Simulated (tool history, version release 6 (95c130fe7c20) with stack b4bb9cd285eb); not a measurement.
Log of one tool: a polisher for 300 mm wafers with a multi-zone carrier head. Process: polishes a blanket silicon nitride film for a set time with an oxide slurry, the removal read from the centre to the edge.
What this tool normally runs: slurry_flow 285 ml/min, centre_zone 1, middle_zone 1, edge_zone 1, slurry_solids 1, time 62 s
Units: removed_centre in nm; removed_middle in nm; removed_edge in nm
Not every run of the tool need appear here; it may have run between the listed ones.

| run | hour | slurry_flow | centre_zone | middle_zone | edge_zone | slurry_solids | time | incoming thickness of the incoming film, nm | removed_centre | removed_middle | removed_edge |
|---|---|---|---|---|---|---|---|---|---|---|---|
| 1 | 0 | 285 | 1 | 1 | 1 | 1 | 62 | 522.6 | 45 | 46.2 | 47.3 |
| 2 | 82.4 | 225 | 0.96 | 0.95 | 0.91 | 1 | 62 | 510.2 | 41.3 | 44 | 44.2 |
|  | 90.8 | worn pad replaced by a new one |
| 3 | 173.3 | 285 | 0.91 | 1 | 0.96 | 1.2 | 62 | 517.7 | 47.9 | 55.5 | 54.3 |
| 4 | 246.5 | 365 | 1.1 | 1 | 1 | 1 | 62 | 517.4 | 54.3 | 52.1 | 51 |
| 5 | 350.5 | 285 | 1 | 1 | 1 | 1 | 62 | 524 | 47.3 | 49 | 49.7 |
|  | 430.8 | slurry nozzle cleaned |
| 6 | 454.5 | 285 | 1 | 1 | 1 | 1 | 62 | 512.8 | 46.3 | 48.9 | 49.2 |
| 7 | 493.6 | 190 | 1 | 1 | 0.95 | 0.9 | 78 | 517 | 52.5 | 55.2 | 54 |
| 8 | 553.5 | 285 | 0.95 | 1 | 1 | 0.75 | 62 | 522.5 | 36.2 | 40.1 | 39.8 |
|  | 584.1 | edge zone pressure recalibrated |
| 9 | 633.6 | 285 | 1 | 1 | 1.04 | 1.25 | 62 | 522.9 | 50.5 | 51.2 | 52.3 |
| 10 | 730.3 | 240 | 1 | 1 | 0.91 | 0.9 | 62 | 525.4 | 41.1 | 42.9 | 41.9 |
|  | 741.3 | centre zone pressure recalibrated |
| 11 | 813.8 | 285 | 1 | 1 | 1 | 1 | 62 | 518.1 | 42.7 | 46.7 | 44.6 |
| 12 | 878.9 | 285 | 1 | 1 | 1 | 1 | 62 | 519.1 | 43.1 | 44.8 | 44.4 |
|  | 885.5 | worn pad replaced by a new one |
| 13 | 982.4 | 285 | 1 | 1 | 1.12 | 1 | 62 | 523.5 | 49.4 | 50.2 | 52.6 |
| 14 | 1078.8 | 285 | 1 | 1 | 1 | 1 | 72 | 528.1 | 55.7 | 59.2 | 58.9 |
|  | 1118.6 | slurry nozzle cleaned |
| 15 | 1166.8 | 285 | 0.89 | 1 | 1 | 0.8 | 62 | 515.3 | 37.1 | 42.9 | 43 |
| 16 | 1268.6 | 285 | 1 | 1 | 1 | 1 | 62 | 519.8 | 47.3 | 48.7 | 48.8 |
| 17 | 1357.3 | 285 | 1 | 1 | 1 | 1 | 62 | 521.5 | 45.6 | 47.9 | 48 |
|  | 1388.6 | carrier head's membrane replaced by a new one |
|  | 1390.8 | edge zone pressure recalibrated |
| 18 | 1403.6 | 215 | 0.89 | 1 | 1 | 0.75 | 45 | 525.3 | 24 | 28.3 | 28.7 |
| 19 | 1450.9 | 285 | 1 | 1 | 1 | 1 | 62 | 509.7 | 44.8 | 47.8 | 47.6 |
| 20 | 1523.8 | 285 | 0.92 | 1 | 1.03 | 1 | 62 | 518.9 | 40.7 | 45.8 | 46.9 |
| 21 | 1598.8 | 255 | 1 | 0.96 | 1 | 0.9 | 62 | 523.7 | 40.9 | 40.6 | 43.1 |
|  | 1621 | centre zone pressure recalibrated |
|  | 1626.6 | worn pad replaced by a new one |
|  | 1815.1 | slurry nozzle cleaned |
| 22 | 1895.9 | 320 | 1 | 0.92 | 1 | 1 | 62 | 521.1 | 47 | 47.2 | 48.3 |

Results per run with the tool's hidden condition removed, run-to-run variation unchanged:
The hidden state here: removal rate lost through wear of the pad, %; slurry flow missing at the pad, %; deviation of the centre zone's pressure from its setpoint, %; deviation of the edge zone's pressure from its setpoint, %.
| run | removed_centre | removed_middle | removed_edge |
|---|---|---|---|
| 1 | 50.4 | 51.7 | 52.9 |
| 2 | 47 | 50.1 | 50.3 |
| 3 | 49.4 | 57.2 | 56.1 |
| 4 | 56.7 | 54.4 | 53.3 |
| 5 | 50.4 | 52.2 | 52.9 |
| 6 | 50.3 | 53.1 | 53.5 |
| 7 | 57.5 | 60.4 | 59.1 |
| 8 | 40.1 | 44.4 | 44.1 |
| 9 | 56.8 | 57.6 | 58.8 |
| 10 | 47.1 | 49.1 | 48 |
| 11 | 49.7 | 54.4 | 52 |
| 12 | 50.9 | 52.9 | 52.5 |
| 13 | 50.9 | 51.7 | 54.2 |
| 14 | 58.4 | 62 | 61.7 |
| 15 | 39.5 | 45.7 | 45.8 |
| 16 | 51.4 | 52.9 | 52.9 |
| 17 | 50.3 | 52.9 | 53 |
| 18 | 26.7 | 31.5 | 32 |
| 19 | 50.4 | 53.7 | 53.5 |
| 20 | 46.4 | 52.2 | 53.5 |
| 21 | 47.3 | 47 | 49.9 |
| 22 | 50.8 | 51 | 52.2 |
